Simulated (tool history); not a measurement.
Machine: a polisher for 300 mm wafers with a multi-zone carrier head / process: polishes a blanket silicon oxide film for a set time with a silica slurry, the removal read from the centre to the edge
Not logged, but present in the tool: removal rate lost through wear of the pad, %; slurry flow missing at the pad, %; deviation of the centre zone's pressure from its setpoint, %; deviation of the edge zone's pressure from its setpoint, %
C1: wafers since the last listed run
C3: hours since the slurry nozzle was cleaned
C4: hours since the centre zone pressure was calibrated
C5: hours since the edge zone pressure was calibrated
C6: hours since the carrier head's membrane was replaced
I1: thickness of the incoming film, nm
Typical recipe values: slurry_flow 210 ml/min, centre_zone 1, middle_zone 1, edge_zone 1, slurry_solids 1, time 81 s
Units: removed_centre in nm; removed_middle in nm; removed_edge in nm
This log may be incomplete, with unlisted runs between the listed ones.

run 1 day=0 | slurry_flow=210 centre_zone=1 middle_zone=1 edge_zone=1 slurry_solids=1 time=81 | C1=0 wafers_polished_on_this_pad=1093 C3=380.6 C4=277.1 C5=829.8 C6=682.3 | I1=1294.5 | removed_centre=364.2 removed_middle=372.9 removed_edge=376.2
run 2 day=0.3 | slurry_flow=210 centre_zone=1 middle_zone=1 edge_zone=1 slurry_solids=1 time=81 | C1=53 wafers_polished_on_this_pad=1146 C3=387.8 C4=284.3 C5=837 C6=689.5 | I1=1278 | removed_centre=357.6 removed_middle=364.9 removed_edge=378.1
run 3 day=0.862 | slurry_flow=210 centre_zone=1 middle_zone=1 edge_zone=1 slurry_solids=1 time=81 | C1=100 wafers_polished_on_this_pad=1246 C3=401.3 C4=297.8 C5=850.5 C6=703 | I1=1289.9 | removed_centre=359.3 removed_middle=368.3 removed_edge=374.5
-- day=1.042 worn pad replaced by a new one
run 4 day=1.121 | slurry_flow=210 centre_zone=1 middle_zone=1 edge_zone=1 slurry_solids=1 time=81 | C1=16 wafers_polished_on_this_pad=14 C3=407.5 C4=304 C5=856.7 C6=709.2 | I1=1284.7 | removed_centre=356.6 removed_middle=369.4 removed_edge=373.9
run 5 day=1.696 | slurry_flow=210 centre_zone=1 middle_zone=1 edge_zone=1 slurry_solids=1 time=81 | C1=102 wafers_polished_on_this_pad=116 C3=421.3 C4=317.8 C5=870.5 C6=723 | I1=1305.3 | removed_centre=366.3 removed_middle=355.6 removed_edge=377.3
run 6 day=2.088 | slurry_flow=210 centre_zone=1 middle_zone=1 edge_zone=1 slurry_solids=1 time=81 | C1=69 wafers_polished_on_this_pad=186 C3=430.7 C4=327.2 C5=879.9 C6=732.4 | I1=1301.8 | removed_centre=361.3 removed_middle=367.5 removed_edge=371.1
run 7 day=2.55 | slurry_flow=210 centre_zone=1 middle_zone=1 edge_zone=1 slurry_solids=1 time=81 | C1=82 wafers_polished_on_this_pad=268 C3=441.8 C4=338.3 C5=891 C6=743.5 | I1=1290.5 | removed_centre=355.2 removed_middle=354 removed_edge=370
run 8 day=3.067 | slurry_flow=210 centre_zone=1 middle_zone=1 edge_zone=1 slurry_solids=1 time=81 | C1=91 wafers_polished_on_this_pad=360 C3=454.2 C4=350.7 C5=903.4 C6=755.9 | I1=1306.2 | removed_centre=359.3 removed_middle=359.7 removed_edge=371.4
run 9 day=3.721 | slurry_flow=210 centre_zone=1 middle_zone=1 edge_zone=1 slurry_solids=1 time=60 | C1=116 wafers_polished_on_this_pad=476 C3=469.9 C4=366.4 C5=919.1 C6=771.6 | I1=1298.6 | removed_centre=269.7 removed_middle=268.6 removed_edge=271.1
run 10 day=4.462 | slurry_flow=210 centre_zone=1 middle_zone=1 edge_zone=1 slurry_solids=1 time=60 | C1=131 wafers_polished_on_this_pad=608 C3=487.7 C4=384.2 C5=936.9 C6=789.4 | I1=1281.1 | removed_centre=264.3 removed_middle=263.9 removed_edge=274
run 11 day=5.108 | slurry_flow=210 centre_zone=1.12 middle_zone=1 edge_zone=1 slurry_solids=1 time=81 | C1=114 wafers_polished_on_this_pad=723 C3=503.2 C4=399.7 C5=952.4 C6=804.9 | I1=1278.8 | removed_centre=402.4 removed_middle=351.5 removed_edge=369.1
-- day=5.25 slurry nozzle cleaned
run 12 day=5.738 | slurry_flow=210 centre_zone=1 middle_zone=1 edge_zone=1 slurry_solids=1 time=103 | C1=104 wafers_polished_on_this_pad=827 C3=11.7 C4=414.8 C5=967.5 C6=820 | I1=1275 | removed_centre=505 removed_middle=506.4 removed_edge=497.1
run 13 day=6.004 | slurry_flow=210 centre_zone=1 middle_zone=0.91 edge_zone=0.97 slurry_solids=1 time=90 | C1=47 wafers_polished_on_this_pad=875 C3=18.1 C4=421.2 C5=973.9 C6=826.4 | I1=1286.2 | removed_centre=445.8 removed_middle=399.3 removed_edge=438
run 14 day=6.258 | slurry_flow=210 centre_zone=1 middle_zone=1 edge_zone=1 slurry_solids=1 time=81 | C1=45 wafers_polished_on_this_pad=920 C3=24.2 C4=427.3 C5=980 C6=832.5 | I1=1297.3 | removed_centre=399.9 removed_middle=382.6 removed_edge=391.4
run 15 day=6.654 | slurry_flow=210 centre_zone=1.11 middle_zone=1 edge_zone=1 slurry_solids=1.15 time=70 | C1=70 wafers_polished_on_this_pad=990 C3=33.7 C4=436.8 C5=989.5 C6=842 | I1=1280.1 | removed_centre=396.4 removed_middle=352.8 removed_edge=361.1
-- day=6.904 carrier head's membrane replaced by a new one
-- day=7.254 edge zone pressure recalibrated
run 16 day=7.275 | slurry_flow=210 centre_zone=1 middle_zone=1 edge_zone=0.94 slurry_solids=1.2 time=81 | C1=58 wafers_polished_on_this_pad=1049 C3=48.6 C4=451.7 C5=0.5 C6=8.9 | I1=1291.5 | removed_centre=416.9 removed_middle=416.5 removed_edge=415.7
-- day=7.592 worn pad replaced by a new one, of another model than before
run 17 day=7.612 | slurry_flow=230 centre_zone=0.91 middle_zone=1 edge_zone=1 slurry_solids=1 time=81 | C1=30 wafers_polished_on_this_pad=3 C3=56.7 C4=459.8 C5=8.6 C6=17 | I1=1280.5 | removed_centre=353.1 removed_middle=391.2 removed_edge=398.1
-- day=7.921 centre zone pressure recalibrated
run 18 day=7.983 | slurry_flow=210 centre_zone=1 middle_zone=1 edge_zone=1 slurry_solids=1 time=81 | C1=51 wafers_polished_on_this_pad=54 C3=65.6 C4=1.5 C5=17.5 C6=25.9 | I1=1295.1 | removed_centre=384.9 removed_middle=380 removed_edge=385.8
run 19 day=8.558 | slurry_flow=210 centre_zone=1 middle_zone=1.11 edge_zone=1 slurry_solids=1 time=81 | C1=102 wafers_polished_on_this_pad=156 C3=79.4 C4=15.3 C5=31.3 C6=39.7 | I1=1267.2 | removed_centre=377.1 removed_middle=410 removed_edge=379.5
run 20 day=8.842 | slurry_flow=210 centre_zone=1 middle_zone=0.89 edge_zone=0.92 slurry_solids=1 time=81 | C1=50 wafers_polished_on_this_pad=207 C3=86.2 C4=22.1 C5=38.1 C6=46.5 | I1=1270.5 | removed_centre=369.8 removed_middle=331.4 removed_edge=372.6
run 21 day=10.308 | slurry_flow=210 centre_zone=1 middle_zone=1 edge_zone=1 slurry_solids=1 time=81 | C1=260 wafers_polished_on_this_pad=468 C3=121.4 C4=57.3 C5=73.3 C6=81.7 | I1=1293.2 | removed_centre=360 removed_middle=349.9 removed_edge=370.5
run 22 day=12.062 | slurry_flow=235 centre_zone=1 middle_zone=1 edge_zone=1 slurry_solids=1 time=81 | C1=311 wafers_polished_on_this_pad=779 C3=163.5 C4=99.4 C5=115.4 C6=123.8 | I1=1274.7 | removed_centre=366.6 removed_middle=364.1 removed_edge=375.2

Table of differences, measured result less the result of that run with no hidden state. Run-to-run variation is the same in both. Gauge scatter possibly is not:
run=1 removed_centre=-40.4 removed_middle=-36.7 removed_edge=-26.4
run=2 removed_centre=-40.1 removed_middle=-36.2 removed_edge=-26.8
run=3 removed_centre=-41.1 removed_middle=-37.1 removed_edge=-27
run=4 removed_centre=-41 removed_middle=-37.6 removed_edge=-27.1
run=5 removed_centre=-42.8 removed_middle=-36.7 removed_edge=-27.8
run=6 removed_centre=-42.6 removed_middle=-38.3 removed_edge=-27.5
run=7 removed_centre=-42.4 removed_middle=-37.3 removed_edge=-27.8
run=8 removed_centre=-43.4 removed_middle=-38.4 removed_edge=-28.2
run=9 removed_centre=-33 removed_middle=-29 removed_edge=-20.9
run=10 removed_centre=-32.8 removed_middle=-28.9 removed_edge=-21.3
run=11 removed_centre=-50.5 removed_middle=-38.9 removed_edge=-29
run=12 removed_centre=-7.7 removed_middle=-7 removed_edge=-5
run=13 removed_centre=-8.2 removed_middle=-6.5 removed_edge=-5.3
run=14 removed_centre=-8.4 removed_middle=-7.2 removed_edge=-5.4
run=15 removed_centre=-10 removed_middle=-8 removed_edge=-6
run=16 removed_centre=-13.3 removed_middle=-11.8 removed_edge=-8.7
run=17 removed_centre=-17.9 removed_middle=-17.9 removed_edge=-13.5
run=18 removed_centre=-25.7 removed_middle=-22.6 removed_edge=-16.6
run=19 removed_centre=-29.7 removed_middle=-28.7 removed_edge=-19.1
run=20 removed_centre=-31.4 removed_middle=-24.9 removed_edge=-20.2
run=21 removed_centre=-42.5 removed_middle=-36.5 removed_edge=-27.5
run=22 removed_centre=-48.8 removed_middle=-43.1 removed_edge=-31.8

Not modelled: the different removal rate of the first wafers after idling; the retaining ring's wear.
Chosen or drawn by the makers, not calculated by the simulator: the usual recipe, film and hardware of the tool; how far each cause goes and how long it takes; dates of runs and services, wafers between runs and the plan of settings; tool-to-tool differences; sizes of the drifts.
